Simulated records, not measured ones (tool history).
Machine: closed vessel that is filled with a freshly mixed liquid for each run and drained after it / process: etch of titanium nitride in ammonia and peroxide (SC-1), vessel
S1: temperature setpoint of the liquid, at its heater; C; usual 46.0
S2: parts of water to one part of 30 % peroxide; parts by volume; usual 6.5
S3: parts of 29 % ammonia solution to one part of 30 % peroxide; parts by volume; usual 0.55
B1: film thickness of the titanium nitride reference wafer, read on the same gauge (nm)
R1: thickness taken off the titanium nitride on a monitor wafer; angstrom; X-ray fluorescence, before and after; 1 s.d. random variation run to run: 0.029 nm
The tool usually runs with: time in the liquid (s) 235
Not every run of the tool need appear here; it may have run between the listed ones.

Run 1, hour 0.0: usual settings; B1 50.00. Result: R1 103.1 angstrom.
Run 2, hour 8.3: usual settings; B1 49.99. Result: R1 103.6 angstrom.
Run 3, hour 16.6: usual settings; B1 49.99. Result: R1 103.6 angstrom.
Run 4, hour 31.0: usual settings; B1 50.02. Result: R1 102.7 angstrom.
Run 5, hour 42.4: usual settings but S1 50.5 C; B1 50.03. Result: R1 142.4 angstrom.
Run 6, hour 61.5: usual settings but S1 50.5 C; B1 50.01. Result: R1 141.4 angstrom.
At hour 61.9: gauge calibrated.
At hour 71.6: new drum of ammonia solution connected.
Run 7, hour 72.1: usual settings but time in the liquid (s) 200; B1 50.01. Result: R1 87.6 angstrom.
Run 8, hour 85.1: usual settings but time in the liquid (s) 200; B1 50.01. Result: R1 87.2 angstrom.
Run 9, hour 96.1: usual settings; B1 50.00. Result: R1 102.4 angstrom.
At hour 110.7: ammonia flow meter replaced.
Run 10, hour 112.3: usual settings but S1 43.5 C, S2 9.5 parts by volume, S3 0.65 parts by volume, time in the liquid (s) 160; B1 50.01. Result: R1 49.3 angstrom.
Run 11, hour 119.0: usual settings but S1 38.0 C, S2 9.5 parts by volume, S3 0.25 parts by volume; B1 50.01. Result: R1 40.6 angstrom.
Run 12, hour 130.6: usual settings but S1 53.5 C; B1 50.01. Result: R1 174.8 angstrom.
At hour 139.3: thermometer replaced.
Run 13, hour 142.9: usual settings but S1 49.5 C, S3 0.75 parts by volume; B1 50.01. Result: R1 165.1 angstrom.
Run 14, hour 157.9: usual settings but S1 38.0 C; B1 50.00. Result: R1 68.6 angstrom.
At hour 161.6: gauge calibrated.
Run 15, hour 170.5: usual settings but S2 5.0 parts by volume; B1 50.02. Result: R1 139.6 angstrom.
Run 16, hour 177.1: usual settings; B1 49.99. Result: R1 122.8 angstrom.
Run 17, hour 187.0: usual settings but time in the liquid (s) 195; B1 50.01. Result: R1 101.9 angstrom.

Below are 5 alternative next runs, each starting from the tool's condition after run 17. Predict each:
Run A, hour 187.7: usual settings; B1 ?. Result: R1 ?.
Run B, hour 187.7: usual settings but S1 49.0 C, S2 5.0 parts by volume; B1 ?. Result: R1 ?.
Run C, hour 187.7: usual settings but time in the liquid (s) 170; B1 ?. Result: R1 ?.
Run D, hour 187.7: usual settings but S2 5.0 parts by volume, S3 0.85 parts by volume, time in the liquid (s) 325; B1 ?. Result: R1 ?.
Run E, hour 187.7: usual settings but S1 48.5 C; B1 ?. Result: R1 ?.

run     B1     R1
  A  50.02  123.4
  B  50.02  172.7
  C  50.02   89.2
  D  50.02  205.0
  E  50.02  147.3
Without the tool's unlogged condition, the same runs would have read:
run     R1
  A  126.4
  B  176.9
  C   91.4
  D  210.1
  E  150.9
